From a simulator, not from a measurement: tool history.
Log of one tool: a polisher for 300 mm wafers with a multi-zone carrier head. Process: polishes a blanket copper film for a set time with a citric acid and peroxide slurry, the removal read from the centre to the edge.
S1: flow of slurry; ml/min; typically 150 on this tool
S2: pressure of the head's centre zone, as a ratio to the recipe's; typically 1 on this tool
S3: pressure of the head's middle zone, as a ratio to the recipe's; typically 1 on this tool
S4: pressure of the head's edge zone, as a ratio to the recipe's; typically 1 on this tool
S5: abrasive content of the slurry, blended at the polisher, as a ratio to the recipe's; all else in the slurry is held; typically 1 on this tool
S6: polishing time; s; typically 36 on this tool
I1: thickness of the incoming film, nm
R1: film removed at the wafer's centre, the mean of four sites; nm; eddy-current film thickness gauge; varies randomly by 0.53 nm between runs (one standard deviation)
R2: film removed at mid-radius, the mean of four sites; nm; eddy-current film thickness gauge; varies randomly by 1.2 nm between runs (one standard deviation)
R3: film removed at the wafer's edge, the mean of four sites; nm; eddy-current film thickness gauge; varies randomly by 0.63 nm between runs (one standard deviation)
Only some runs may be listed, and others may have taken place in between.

run	hour	S1	S2	S3	S4	S5	S6	I1	R1	R2	R3
1	0	150	1	1	1	1	36	835.9	81.1	86.5	84.3
2	71	150	1	1	1	1	36	851.9	80.9	84.4	83.1
# hour 87: slurry nozzle cleaned
# hour 105: worn pad replaced by a new one
3	214.5	150	1	1	1	1	36	846.3	80.2	84.4	84.7
4	243.9	150	1	1	1	1.15	36	858.9	83.1	87.9	86.8
5	301.9	150	1	1	1	1.15	36	853.4	82.7	88.1	89.1
# hour 343.9: worn pad replaced by a new one
6	357.4	150	1	0.92	1	1	36	868.1	79.3	79.6	84.2
# hour 375.4: edge zone pressure recalibrated
7	409.7	150	1	1	1	1	36	850.2	78.8	84.8	83.8
8	460.3	150	1	1	1	1	36	848.5	79.1	85.5	84
9	525.3	150	0.9	0.93	1	1.25	40	846.9	84.4	92	101.5
# hour 592.7: slurry nozzle cleaned
10	595.8	150	1	1	1	1	48	855.2	106.1	113	111.6
# hour 612.7: worn pad replaced by a new one
11	619.9	150	0.95	1	1	1	36	838.6	74.6	84.5	85.2
12	678.2	150	1	1	1	1	36	840.4	78.7	84.6	84.3
13	722.7	150	0.94	1	1	1	36	859	74.1	84.3	84.6
# hour 777.1: centre zone pressure recalibrated
14	778.4	150	1	0.96	1.08	1.2	36	833.7	88.2	85.3	92.4
15	804	150	0.95	1.07	1	1	36	850.8	80	90.2	84.2
# hour 872.5: worn pad replaced by a new one
# hour 972.3: carrier head's membrane replaced by a new one
16	1012.8	150	1	1	1	1	36	859	80.5	84.1	83.4
17	1059	150	1	1.11	1	1	36	847.9	80.8	91.4	83.8
# hour 1073.6: slurry nozzle cleaned
18	1087.4	150	0.97	1	1	1	36	861.3	78.9	85	84.9
# hour 1171.5: worn pad replaced by a new one
# hour 1200.3: edge zone pressure recalibrated
19	1235.8	150	1	0.91	1	1	25	863.7	56	54.7	58.8
20	1263	150	1	1	1	1	36	854	79.5	86.1	85.6

Hidden state or all else? Some run-to-run changes of R1, split into what the settings, what came in and random variation would give without the hidden state, and what is left for the hidden state (with any gauge scatter that isn't in both results):
The hidden state here: removal rate lost through wear of the pad, %; slurry flow missing at the pad, %; deviation of the centre zone's pressure from its setpoint, %; deviation of the edge zone's pressure from its setpoint, %.
Run 10 -> 11: S2 1 -> 0.95, S6 48 -> 36, worn pad replaced by a new one. R1 -31.5 nm: hidden state +1.9, all else -33.4.
Run 13 -> 14: S2 0.94 -> 1, S3 1 -> 0.96, S4 1 -> 1.08, S5 1 -> 1.2, centre zone pressure recalibrated. R1 +14.1 nm: hidden state +4.9, all else +9.2.
Run 15 -> 16: S2 0.95 -> 1, S3 1.07 -> 1, worn pad replaced by a new one, carrier head's membrane replaced by a new one. R1 +0.5 nm: hidden state -2.4, all else +2.9.
Run 19 -> 20: S3 0.91 -> 1, S6 25 -> 36. R1 +23.5 nm: hidden state -1.3, all else +24.8.

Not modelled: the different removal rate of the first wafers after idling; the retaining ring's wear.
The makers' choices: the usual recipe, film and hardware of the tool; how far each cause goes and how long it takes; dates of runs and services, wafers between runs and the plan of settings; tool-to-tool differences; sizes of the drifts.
